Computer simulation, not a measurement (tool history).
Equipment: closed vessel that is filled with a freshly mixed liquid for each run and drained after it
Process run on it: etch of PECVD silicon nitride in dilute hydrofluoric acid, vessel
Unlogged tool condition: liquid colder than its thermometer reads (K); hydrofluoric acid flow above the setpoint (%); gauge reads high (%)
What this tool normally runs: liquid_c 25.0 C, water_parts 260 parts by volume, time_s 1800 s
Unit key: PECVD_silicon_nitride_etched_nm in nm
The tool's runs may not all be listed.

run,hour,liquid_c,water_parts,time_s,wafers since the last listed run,hours since the thermometer was replaced,hours since the hydrofluoric acid flow meter was replaced,hours since the gauge calibration,"read-back film thickness of the PECVD silicon nitride reference wafer, read on the same gauge (nm)",PECVD_silicon_nitride_etched_nm
1,0.0,25.0,260,2250,0,68.7,528.6,2082.0,119.53,21.13
2,67.3,25.0,260,2250,1797,136.0,595.9,2149.3,119.45,21.15
3,163.8,27.0,260,2250,2578,232.5,692.4,2245.8,119.39,23.85
4,232.8,27.0,260,2250,1843,301.5,761.4,2314.8,119.39,23.81
# hour 286.2: hydrofluoric acid flow meter replaced
5,295.6,27.0,260,2250,1651,364.3,9.4,2377.6,119.33,24.02
6,364.8,25.0,260,1800,1848,433.5,78.6,2446.8,119.32,16.96
7,463.0,25.0,260,1800,2623,531.7,176.8,2545.0,119.23,16.90
8,531.9,25.0,260,1800,1840,600.6,245.7,2613.9,119.20,16.86
9,633.6,23.0,380,1250,2716,702.3,347.4,2715.6,119.12,7.15
10,908.2,25.0,260,2250,7336,976.9,622.0,2990.2,118.98,21.01
11,999.4,25.0,215,1800,2436,1068.1,713.2,3081.4,118.92,20.40
# hour 1145.9: hydrofluoric acid flow meter replaced
12,1201.8,22.0,300,1330,5380,1270.5,55.9,3283.8,118.73,8.92
13,1283.3,21.5,205,2155,2177,1352.0,137.4,3365.3,118.64,20.48
14,1378.5,25.0,260,1800,2543,1447.2,232.6,3460.5,118.56,16.75
15,1423.0,25.0,175,1225,1188,1491.7,277.1,3505.0,118.52,16.93
16,1517.5,29.0,360,765,2524,1586.2,371.6,3599.5,118.41,6.50
17,1559.3,25.0,260,1800,1116,1628.0,413.4,3641.3,118.42,16.82
18,1661.0,25.0,215,1800,2716,1729.7,515.1,3743.0,118.33,20.17
19,1715.2,25.0,260,1800,1447,1783.9,569.3,3797.2,118.28,16.78
20,1763.4,25.0,180,1800,1287,1832.1,617.5,3845.4,118.23,24.18
21,1802.6,25.0,180,790,1047,1871.3,656.7,3884.6,118.21,10.66
# hour 1961.7: gauge calibrated
22,1981.4,29.0,180,1200,4776,2050.1,835.5,19.7,120.34,20.96
23,2026.3,25.0,260,1800,1199,2095.0,880.4,64.6,120.33,17.13
# hour 2163.8: hydrofluoric acid flow meter replaced
# hour 2234.1: thermometer replaced
24,2329.2,22.5,185,1440,8038,95.1,165.4,367.5,120.30,16.30
25,2416.2,22.0,350,2550,2324,182.1,252.4,454.5,120.28,15.01
26,2471.3,23.5,390,1800,1472,237.2,307.5,509.6,120.24,10.43
27,2564.1,28.0,200,845,2479,330.0,400.3,602.4,120.22,12.50
28,2650.3,27.5,295,2265,2302,416.2,486.5,688.6,120.25,21.96
29,2725.0,21.0,260,825,1995,490.9,561.2,763.3,120.24,6.07
30,2798.0,25.0,260,1800,1950,563.9,634.2,836.3,120.20,17.10
31,2873.0,25.0,260,1450,2003,638.9,709.2,911.3,120.17,13.77
32,2978.5,25.0,260,1800,2818,744.4,814.7,1016.8,120.18,17.10
33,3037.7,25.0,140,880,1581,803.6,873.9,1076.0,120.13,15.49

Below, some changes in PECVD_silicon_nitride_etched_nm between adjacent runs. For each, the amount present without the hidden state too (settings, incoming material, random variation) and the amount remaining for the hidden state with gauge scatter not shared by both compared results:
Run 9 -> 10: liquid_c 23.0 -> 25.0, water_parts 380 -> 260, time_s 1250 -> 2250. PECVD_silicon_nitride_etched_nm +13.86 nm: hidden state -0.14, all else +14.00.
Run 16 -> 17: liquid_c 29.0 -> 25.0, water_parts 360 -> 260, time_s 765 -> 1800. PECVD_silicon_nitride_etched_nm +10.32 nm: hidden state -0.15, all else +10.47.
Run 20 -> 21: time_s 1800 -> 790. PECVD_silicon_nitride_etched_nm -13.52 nm: hidden state +0.20, all else -13.72.
Run 21 -> 22: liquid_c 25.0 -> 29.0, time_s 790 -> 1200, gauge calibrated. PECVD_silicon_nitride_etched_nm +10.30 nm: hidden state +0.21, all else +10.09.
Run 28 -> 29: liquid_c 27.5 -> 21.0, water_parts 295 -> 260, time_s 2265 -> 825. PECVD_silicon_nitride_etched_nm -15.89 nm: hidden state -0.04, all else -15.85.
